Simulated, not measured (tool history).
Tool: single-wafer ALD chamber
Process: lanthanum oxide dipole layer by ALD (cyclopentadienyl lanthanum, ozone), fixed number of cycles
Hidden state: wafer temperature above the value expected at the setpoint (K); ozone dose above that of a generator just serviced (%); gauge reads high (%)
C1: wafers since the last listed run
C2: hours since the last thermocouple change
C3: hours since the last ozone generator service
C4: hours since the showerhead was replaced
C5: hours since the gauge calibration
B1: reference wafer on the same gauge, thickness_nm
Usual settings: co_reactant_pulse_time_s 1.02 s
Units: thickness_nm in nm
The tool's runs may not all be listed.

{"run": 1, "hour": 0.0, "co_reactant_pulse_time_s": 1.02, "C1": 0, "C2": 1007.2, "C3": 48.5, "C4": 6339.2, "C5": 254.9, "B1": 0.457, "thickness_nm": 0.549}
{"run": 2, "hour": 61.8, "co_reactant_pulse_time_s": 1.02, "C1": 1092, "C2": 1069, "C3": 110.3, "C4": 6401, "C5": 316.7, "B1": 0.457, "thickness_nm": 0.548}
{"run": 3, "hour": 130.0, "co_reactant_pulse_time_s": 1.29, "C1": 1206, "C2": 1137.2, "C3": 178.5, "C4": 6469.2, "C5": 384.9, "B1": 0.457, "thickness_nm": 0.563}
{"run": 4, "hour": 194.6, "co_reactant_pulse_time_s": 1.02, "C1": 1142, "C2": 1201.8, "C3": 243.1, "C4": 6533.8, "C5": 449.5, "B1": 0.457, "thickness_nm": 0.544}
{"run": 5, "hour": 269.7, "co_reactant_pulse_time_s": 1.02, "C1": 1328, "C2": 1276.9, "C3": 318.2, "C4": 6608.9, "C5": 524.6, "B1": 0.457, "thickness_nm": 0.544}
{"run": 6, "hour": 358.9, "co_reactant_pulse_time_s": 1.02, "C1": 1577, "C2": 1366.1, "C3": 407.4, "C4": 6698.1, "C5": 613.8, "B1": 0.457, "thickness_nm": 0.542}
{"hour": 397.9, "done": "thermocouple changed; heater temperature recalibrated"}
{"run": 7, "hour": 410.7, "co_reactant_pulse_time_s": 1.02, "C1": 774, "C2": 12.8, "C3": 459.2, "C4": 6749.9, "C5": 665.6, "B1": 0.457, "thickness_nm": 0.545}
{"hour": 430.0, "done": "ozone generator serviced"}
{"run": 8, "hour": 456.4, "co_reactant_pulse_time_s": 1.02, "C1": 666, "C2": 58.5, "C3": 26.4, "C4": 6795.6, "C5": 711.3, "B1": 0.458, "thickness_nm": 0.55}
{"run": 9, "hour": 541.2, "co_reactant_pulse_time_s": 0.78, "C1": 1499, "C2": 143.3, "C3": 111.2, "C4": 6880.4, "C5": 796.1, "B1": 0.457, "thickness_nm": 0.525}
{"hour": 626.5, "done": "showerhead replaced"}
{"run": 10, "hour": 627.1, "co_reactant_pulse_time_s": 0.78, "C1": 1377, "C2": 229.2, "C3": 197.1, "C4": 0.6, "C5": 882, "B1": 0.457, "thickness_nm": 0.522}
{"run": 11, "hour": 728.2, "co_reactant_pulse_time_s": 0.78, "C1": 1787, "C2": 330.3, "C3": 298.2, "C4": 101.7, "C5": 983.1, "B1": 0.457, "thickness_nm": 0.522}
{"run": 12, "hour": 768.8, "co_reactant_pulse_time_s": 1.02, "C1": 717, "C2": 370.9, "C3": 338.8, "C4": 142.3, "C5": 1023.7, "B1": 0.457, "thickness_nm": 0.545}
{"hour": 786.2, "done": "gauge calibrated"}
{"run": 13, "hour": 837.1, "co_reactant_pulse_time_s": 0.9, "C1": 1207, "C2": 439.2, "C3": 407.1, "C4": 210.6, "C5": 50.9, "B1": 0.457, "thickness_nm": 0.532}
{"run": 14, "hour": 926.8, "co_reactant_pulse_time_s": 0.75, "C1": 1586, "C2": 528.9, "C3": 496.8, "C4": 300.3, "C5": 140.6, "B1": 0.457, "thickness_nm": 0.512}
{"run": 15, "hour": 976.4, "co_reactant_pulse_time_s": 0.81, "C1": 877, "C2": 578.5, "C3": 546.4, "C4": 349.9, "C5": 190.2, "B1": 0.457, "thickness_nm": 0.522}
{"hour": 1033.5, "done": "ozone generator serviced"}
{"run": 16, "hour": 1079.6, "co_reactant_pulse_time_s": 0.62, "C1": 1683, "C2": 681.7, "C3": 46.1, "C4": 453.1, "C5": 293.4, "B1": 0.458, "thickness_nm": 0.506}
{"run": 17, "hour": 1184.4, "co_reactant_pulse_time_s": 1.02, "C1": 1853, "C2": 786.5, "C3": 150.9, "C4": 557.9, "C5": 398.2, "B1": 0.457, "thickness_nm": 0.549}
{"run": 18, "hour": 1232.3, "co_reactant_pulse_time_s": 1.15, "C1": 847, "C2": 834.4, "C3": 198.8, "C4": 605.8, "C5": 446.1, "B1": 0.457, "thickness_nm": 0.557}
{"run": 19, "hour": 1270.6, "co_reactant_pulse_time_s": 0.65, "C1": 677, "C2": 872.7, "C3": 237.1, "C4": 644.1, "C5": 484.4, "B1": 0.457, "thickness_nm": 0.506}
{"run": 20, "hour": 1322.4, "co_reactant_pulse_time_s": 0.87, "C1": 916, "C2": 924.5, "C3": 288.9, "C4": 695.9, "C5": 536.2, "B1": 0.457, "thickness_nm": 0.531}

What the log doesn't show, run by run:
wafer temperature above the value expected at the setpoint (K): 0 in every run
gauge reads high (%): 0 in every run
H1: ozone dose above that of a generator just serviced (%)
run=1 H1=-4.05
run=2 H1=-6.19
run=3 H1=-7.85
run=4 H1=-8.95
run=5 H1=-9.83
run=6 H1=-10.5
run=7 H1=-10.8
run=8 H1=-1.77
run=9 H1=-4.89
run=10 H1=-6.88
run=11 H1=-8.3
run=12 H1=-8.68
run=13 H1=-9.17
run=14 H1=-9.59
run=15 H1=-9.74
run=16 H1=-3.41
run=17 H1=-6.71
run=18 H1=-7.69
run=19 H1=-8.32
run=20 H1=-8.98
